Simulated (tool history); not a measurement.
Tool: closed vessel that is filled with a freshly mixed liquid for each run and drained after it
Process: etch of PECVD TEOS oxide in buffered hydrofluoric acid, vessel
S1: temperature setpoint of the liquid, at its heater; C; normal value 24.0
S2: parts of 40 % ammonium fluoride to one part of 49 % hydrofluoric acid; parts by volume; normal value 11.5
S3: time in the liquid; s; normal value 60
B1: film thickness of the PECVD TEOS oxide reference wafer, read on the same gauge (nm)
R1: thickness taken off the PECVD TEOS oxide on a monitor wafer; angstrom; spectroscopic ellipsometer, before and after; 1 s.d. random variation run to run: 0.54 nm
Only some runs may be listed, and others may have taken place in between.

{"run": 1, "hour": 0.0, "S1": 24.0, "S2": 11.5, "S3": 60, "B1": 60.0, "R1": 1617.1}
{"run": 2, "hour": 46.6, "S1": 24.0, "S2": 10.5, "S3": 60, "B1": 60.05, "R1": 1748.7}
{"run": 3, "hour": 156.6, "S1": 24.0, "S2": 11.5, "S3": 75, "B1": 59.98, "R1": 2039.7}
{"run": 4, "hour": 219.0, "S1": 24.0, "S2": 11.5, "S3": 60, "B1": 60.01, "R1": 1628.1}
{"run": 5, "hour": 246.2, "S1": 24.0, "S2": 11.5, "S3": 60, "B1": 60.01, "R1": 1632.7}
{"run": 6, "hour": 311.2, "S1": 24.0, "S2": 11.5, "S3": 60, "B1": 59.97, "R1": 1641.7}
{"run": 7, "hour": 338.6, "S1": 20.0, "S2": 11.5, "S3": 60, "B1": 60.0, "R1": 1327.6}
{"run": 8, "hour": 415.8, "S1": 20.0, "S2": 11.5, "S3": 60, "B1": 60.02, "R1": 1324.5}
{"run": 9, "hour": 471.9, "S1": 24.0, "S2": 11.5, "S3": 60, "B1": 59.99, "R1": 1660.5}
{"run": 10, "hour": 523.5, "S1": 24.0, "S2": 11.5, "S3": 60, "B1": 59.99, "R1": 1668.6}
{"run": 11, "hour": 566.2, "S1": 24.0, "S2": 11.5, "S3": 35, "B1": 60.0, "R1": 979.3}
{"hour": 605.0, "done": "thermometer replaced"}
{"hour": 621.4, "done": "gauge calibrated"}
{"hour": 675.6, "done": "hydrofluoric acid flow meter replaced"}
{"run": 12, "hour": 733.9, "S1": 21.5, "S2": 8.0, "S3": 40, "B1": 59.98, "R1": 1199.2}
{"run": 13, "hour": 768.4, "S1": 21.0, "S2": 14.5, "S3": 90, "B1": 60.02, "R1": 1515.0}
{"run": 14, "hour": 804.1, "S1": 28.5, "S2": 11.5, "S3": 60, "B1": 60.03, "R1": 1898.1}
{"run": 15, "hour": 833.0, "S1": 24.0, "S2": 11.5, "S3": 75, "B1": 59.97, "R1": 1873.1}
{"run": 16, "hour": 864.7, "S1": 28.5, "S2": 14.5, "S3": 45, "B1": 60.02, "R1": 1140.8}
{"run": 17, "hour": 921.0, "S1": 24.0, "S2": 9.0, "S3": 60, "B1": 60.0, "R1": 1853.8}
{"run": 18, "hour": 951.8, "S1": 24.0, "S2": 11.5, "S3": 30, "B1": 60.03, "R1": 754.2}
{"run": 19, "hour": 991.4, "S1": 24.0, "S2": 11.5, "S3": 85, "B1": 60.02, "R1": 2141.6}
{"run": 20, "hour": 1030.9, "S1": 21.5, "S2": 8.0, "S3": 40, "B1": 60.04, "R1": 1232.2}
{"run": 21, "hour": 1089.2, "S1": 24.0, "S2": 11.5, "S3": 60, "B1": 60.0, "R1": 1519.2}

Expected results for the next run?
{"run": 22, "hour": 1133.1, "S1": 24.0, "S2": 15.0, "S3": 60, "B1": "?", "R1": "?"}

{"run 22": {"B1": 59.98, "R1": 1177.4}}
On a tool with no hidden condition, and with the same random variation, this run would have come out at R1 1135.5 angstrom.
